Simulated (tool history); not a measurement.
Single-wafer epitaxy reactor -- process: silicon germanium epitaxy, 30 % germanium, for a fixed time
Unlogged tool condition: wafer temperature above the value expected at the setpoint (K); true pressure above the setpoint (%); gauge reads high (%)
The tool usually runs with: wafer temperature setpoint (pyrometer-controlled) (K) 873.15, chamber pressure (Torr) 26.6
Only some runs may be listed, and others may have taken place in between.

run	hour	wafer temperature setpoint (pyrometer-controlled) (K)	chamber pressure (Torr)	wafers since the last listed run	hours since the last pyrometer calibration	hours since the last manometer calibration	hours since the showerhead was replaced	hours since the gauge calibration	read-back reference wafer on the same gauge, thickness_nm	mean film thickness on the monitor wafer (nm)
1	0	873.15	26.6	0	1860.3	1623.3	5737.1	161.8	57.002	62.581
2	16.4	873.15	26.6	159	1876.7	1639.7	5753.5	178.2	57.031	62.201
3	30.7	873.15	26.6	138	1891	1654	5767.8	192.5	57.027	62.263
4	45.1	873.15	26.6	139	1905.4	1668.4	5782.2	206.9	56.975	62.27
5	51.9	873.15	26.6	65	1912.2	1675.2	5789	213.7	56.964	62.403
6	64.6	867.15	26.6	123	1924.9	1687.9	5801.7	226.4	56.965	54.932
7	76	873.15	26.6	110	1936.3	1699.3	5813.1	237.8	56.976	62.627
8	89.7	873.15	26.6	132	1950	1713	5826.8	251.5	56.993	62.417
9	98.7	873.15	25	87	1959	1722	5835.8	260.5	56.968	60.022
# hour 107.2: gauge calibrated
10	112.8	873.15	25	136	1973.1	1736.1	5849.9	5.6	57.029	59.873
# hour 124.4: showerhead replaced
11	129.6	869.15	29.6	85	1989.9	1752.9	5.2	22.4	56.989	60.809
12	137.4	869.15	29.6	75	1997.7	1760.7	13	30.2	57.03	61.027
# hour 153.1: capacitance manometer re-zeroed and calibrated
13	154.2	864.15	29.1	85	2014.5	1.1	29.8	47	56.967	54.18
14	167.6	864.15	29.1	130	2027.9	14.5	43.2	60.4	57.006	54.471
15	175.9	873.15	26.6	80	2036.2	22.8	51.5	68.7	57.027	62.419
# hour 185.1: pyrometer calibrated
16	192.1	882.15	23.4	79	7	39	67.7	84.9	56.961	69.361
17	205	867.15	31.2	125	19.9	51.9	80.6	97.8	56.984	60.074
18	219.8	864.15	20.3	143	34.7	66.7	95.4	112.6	56.997	43.682
19	229.1	861.15	26.6	90	44	76	104.7	121.9	56.973	48.266
20	245.7	885.15	22.6	161	60.6	92.6	121.3	138.5	56.997	72.313
21	260.8	862.15	21	146	75.7	107.7	136.4	153.6	56.957	42.904
22	267.4	879.15	20.4	64	82.3	114.3	143	160.2	56.998	59.848
23	283.3	862.15	21	154	98.2	130.2	158.9	176.1	56.98	42.736
24	292.2	859.15	23.5	86	107.1	139.1	167.8	185	56.981	42.984

Predict the results of run 25:
25	302	873.15	26.6	95	116.9	148.9	177.6	194.8	?	?

{"run 25": {"read-back reference wafer on the same gauge, thickness_nm": 56.984, "mean film thickness on the monitor wafer (nm)": 62.52}}
Had the tool carried no hidden state, the very same run would have given mean film thickness on the monitor wafer (nm) 62.52.
